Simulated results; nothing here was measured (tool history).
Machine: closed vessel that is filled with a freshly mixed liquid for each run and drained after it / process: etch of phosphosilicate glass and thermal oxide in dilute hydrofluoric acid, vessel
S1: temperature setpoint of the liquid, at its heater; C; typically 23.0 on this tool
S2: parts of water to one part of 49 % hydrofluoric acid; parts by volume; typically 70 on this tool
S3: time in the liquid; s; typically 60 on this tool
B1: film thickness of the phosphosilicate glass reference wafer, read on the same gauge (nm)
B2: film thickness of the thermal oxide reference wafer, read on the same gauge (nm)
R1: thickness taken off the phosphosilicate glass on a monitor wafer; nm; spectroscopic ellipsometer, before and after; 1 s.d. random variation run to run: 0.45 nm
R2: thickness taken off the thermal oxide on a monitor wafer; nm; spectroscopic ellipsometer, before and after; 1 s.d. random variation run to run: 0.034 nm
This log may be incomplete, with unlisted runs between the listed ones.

| run | day | S1 | S2 | S3 | B1 | B2 | R1 | R2 |
|---|---|---|---|---|---|---|---|---|
| 1 | 0.000 | 23.0 | 70 | 60 | 80.02 | 109.993 | 136.80 | 3.911 |
| 2 | 0.667 | 23.0 | 70 | 60 | 80.00 | 110.038 | 137.30 | 3.856 |
| 3 | 1.221 | 23.0 | 70 | 60 | 79.96 | 109.979 | 137.36 | 3.917 |
| 4 | 3.396 | 23.0 | 70 | 60 | 79.99 | 110.037 | 137.50 | 3.902 |
| 5 | 4.075 | 23.0 | 70 | 60 | 79.96 | 109.991 | 136.97 | 3.949 |
| 6 | 4.738 | 23.0 | 70 | 60 | 80.00 | 109.992 | 137.71 | 3.954 |
| 7 | 5.188 | 20.5 | 55 | 80 | 80.03 | 109.971 | 213.92 | 6.004 |
| 8 | 5.850 | 19.0 | 40 | 35 | 80.00 | 110.021 | 122.59 | 3.488 |
| 9 | 8.025 | 23.0 | 70 | 35 | 80.01 | 109.999 | 80.30 | 2.327 |
| 10 | 10.150 | 21.5 | 70 | 60 | 79.98 | 109.974 | 120.92 | 3.445 |
| 11 | 11.808 | 23.0 | 70 | 60 | 80.00 | 110.000 | 128.83 | 3.698 |
| 12 | 12.100 | 23.0 | 70 | 60 | 79.98 | 109.972 | 128.92 | 3.670 |
| 13 | 12.488 | 26.5 | 70 | 60 | 79.99 | 109.991 | 148.24 | 4.185 |
| 14 | 12.883 | 21.5 | 70 | 90 | 80.01 | 110.006 | 181.94 | 5.154 |
| 15 | 13.262 | 21.5 | 50 | 85 | 79.99 | 109.993 | 247.96 | 6.986 |
| 16 | 13.683 | 25.5 | 70 | 45 | 79.96 | 109.935 | 107.15 | 3.077 |
| 17 | 14.171 | 18.5 | 90 | 60 | 80.02 | 109.956 | 81.97 | 2.368 |
| 18 | 14.658 | 23.0 | 90 | 95 | 80.03 | 109.980 | 156.07 | 4.383 |
| 19 | 15.175 | 23.0 | 70 | 60 | 80.02 | 109.985 | 130.45 | 3.688 |
| 20 | 15.721 | 27.0 | 85 | 70 | 80.05 | 110.013 | 142.54 | 4.117 |
| 21 | 16.204 | 27.5 | 80 | 70 | 79.98 | 110.005 | 156.28 | 4.370 |
| 22 | 16.642 | 21.5 | 45 | 35 | 80.01 | 109.997 | 113.93 | 3.246 |
| 23 | 17.133 | 24.5 | 60 | 80 | 79.97 | 109.965 | 218.07 | 6.251 |
| 24 | 17.838 | 28.0 | 70 | 60 | 79.99 | 109.989 | 157.70 | 4.489 |

The log once held 3 entries between its listed runs, left out of this copy. Where does each go, and what is different about the tool's unlogged condition between the listed run before it and the listed run after it?
From run 8 to run 9: thermometer replaced (day 6.792)
  hydrofluoric acid flow above the setpoint (%): 6.42 -> 6.58
  the result without the hidden state subtracted from the measured one, R1: +7.71 -> +5.36 nm; R2: +0.220 -> +0.155 nm
From run 9 to run 10: hydrofluoric acid flow meter replaced (day 9.988)
  hydrofluoric acid flow above the setpoint (%): 6.58 -> 0.356
  the result without the hidden state subtracted from the measured one, R1: +5.36 -> +0.47 nm; R2: +0.155 -> +0.014 nm
From run 10 to run 11: gauge calibrated (day 11.358)
  hydrofluoric acid flow above the setpoint (%): 0.356 -> 0.475
  the result without the hidden state subtracted from the measured one, R1: +0.47 -> +0.66 nm; R2: +0.014 -> +0.019 nm

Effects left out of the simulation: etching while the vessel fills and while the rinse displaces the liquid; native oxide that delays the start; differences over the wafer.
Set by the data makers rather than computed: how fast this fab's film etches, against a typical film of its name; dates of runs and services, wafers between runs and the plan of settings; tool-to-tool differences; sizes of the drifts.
